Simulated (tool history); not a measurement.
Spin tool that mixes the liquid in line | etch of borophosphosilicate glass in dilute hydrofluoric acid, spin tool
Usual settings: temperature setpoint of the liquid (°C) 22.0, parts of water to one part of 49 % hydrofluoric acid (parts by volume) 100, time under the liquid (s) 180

run    day  temperature setpoint of the liquid (°C)  parts of water to one part of 49 % hydrofluoric acid (parts by volume)  time under the liquid (s)  wafers since the last listed run  hours since the thermometer was replaced  hours since the hydrofluoric acid flow meter was replaced  hours since the gauge calibration  read-back film thickness of the borophosphosilicate glass reference wafer, read on the same gauge (nm)  thickness taken off the borophosphosilicate glass on a monitor wafer (angstrom)
  1  0.000                                     22.0                                                                     100                        180                                 0                                    1699.9                                                     1509.5                              100.4                                                                                                  140.01                                                                            381.7
  2  1.183                                     22.0                                                                     100                        180                               269                                    1728.3                                                     1537.9                              128.8                                                                                                  140.00                                                                            380.0
  3  1.904                                     22.0                                                                     100                        180                               164                                    1745.6                                                     1555.2                              146.1                                                                                                  140.00                                                                            378.7
  4  2.654                                     21.0                                                                     115                        180                               170                                    1763.6                                                     1573.2                              164.1                                                                                                  140.00                                                                            309.5
  5  3.338                                     25.5                                                                     100                        180                               155                                    1780.0                                                     1589.6                              180.5                                                                                                  140.01                                                                            434.0
  6  4.512                                     22.0                                                                     100                        110                               267                                    1808.2                                                     1617.8                              208.7                                                                                                  139.95                                                                            231.0
  7  5.538                                     22.0                                                                     100                        110                               233                                    1832.8                                                     1642.4                              233.3                                                                                                  140.01                                                                            230.6
     5.671  -- hydrofluoric acid flow meter replaced
     6.188  -- thermometer replaced
  8  6.208                                     25.5                                                                     130                        275                               133                                       0.5                                                       12.9                              249.4                                                                                                  140.00                                                                            586.2
     6.429  -- gauge calibrated
  9  7.208                                     22.0                                                                     100                        180                               227                                      24.5                                                       36.9                               18.7                                                                                                  140.01                                                                            447.7

Run 10 comes next. What will it give?
 10  7.821                                     18.5                                                                     100                        150                               139                                      39.2                                                       51.6                               33.4                                                                                                       ?                                                                                ?

Run 10 gave read-back film thickness of the borophosphosilicate glass reference wafer, read on the same gauge (nm) 139.99, thickness taken off the borophosphosilicate glass on a monitor wafer (angstrom) 322.1.
Without the tool's hidden state the same run would have given thickness taken off the borophosphosilicate glass on a monitor wafer (angstrom) 323.7.
